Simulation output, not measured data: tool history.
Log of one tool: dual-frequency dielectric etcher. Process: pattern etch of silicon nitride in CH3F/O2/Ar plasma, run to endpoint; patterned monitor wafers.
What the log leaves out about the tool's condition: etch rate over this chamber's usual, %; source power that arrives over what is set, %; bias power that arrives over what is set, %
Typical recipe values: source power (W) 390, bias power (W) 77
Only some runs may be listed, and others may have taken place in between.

run	hour	source power (W)	bias power (W)	wafers since the last listed run	hours since the last wet clean	hours since the last source power generator calibration	hours since the last bias power generator calibration	hours since the last upper electrode change	incoming incoming film thickness, nm	endpoint time (s)
1	0.0	390	82	0	406.3	842.8	2932.9	2567.3	18.44	25.9
# hour 60.9: wet clean of the chamber
2	103.1	350	77	948	42.2	945.9	3036.0	2670.4	18.50	27.7
3	139.2	350	77	433	78.3	982.0	3072.1	2706.5	18.58	27.8
4	244.0	350	77	1257	183.1	1086.8	3176.9	2811.3	18.46	27.4
5	294.0	430	87	599	233.1	1136.8	3226.9	2861.3	18.42	24.7
# hour 466.0: wet clean of the chamber
6	512.4	390	88	2331	46.4	1355.2	3445.3	3079.7	18.35	25.6
7	551.4	390	88	467	85.4	1394.2	3484.3	3118.7	18.56	25.7
# hour 620.4: upper electrode replaced
8	622.1	390	77	560	156.1	1464.9	3555.0	1.7	18.58	26.8
9	691.9	390	59	837	225.9	1534.7	3624.8	71.5	18.53	28.8
# hour 756.0: source power generator calibrated
10	763.3	390	91	808	297.3	7.3	3696.2	142.9	18.60	25.1
11	830.4	460	95	804	364.4	74.4	3763.3	210.0	18.52	23.4
# hour 843.7: bias power generator calibrated
# hour 903.5: wet clean of the chamber
12	904.0	390	77	546	0.5	148.0	60.3	283.6	18.47	26.8
13	998.9	390	70	1138	95.4	242.9	155.2	378.5	18.60	27.5
14	1081.6	390	85	992	178.1	325.6	237.9	461.2	18.70	26.0

What will run 15 give?
15	1124.0	440	93	508	220.5	368.0	280.3	503.6	18.39	?

{"run 15": {"endpoint time (s)": 23.8}}
Minus the tool's unlogged condition, the same run would have read endpoint time (s) 24.1.
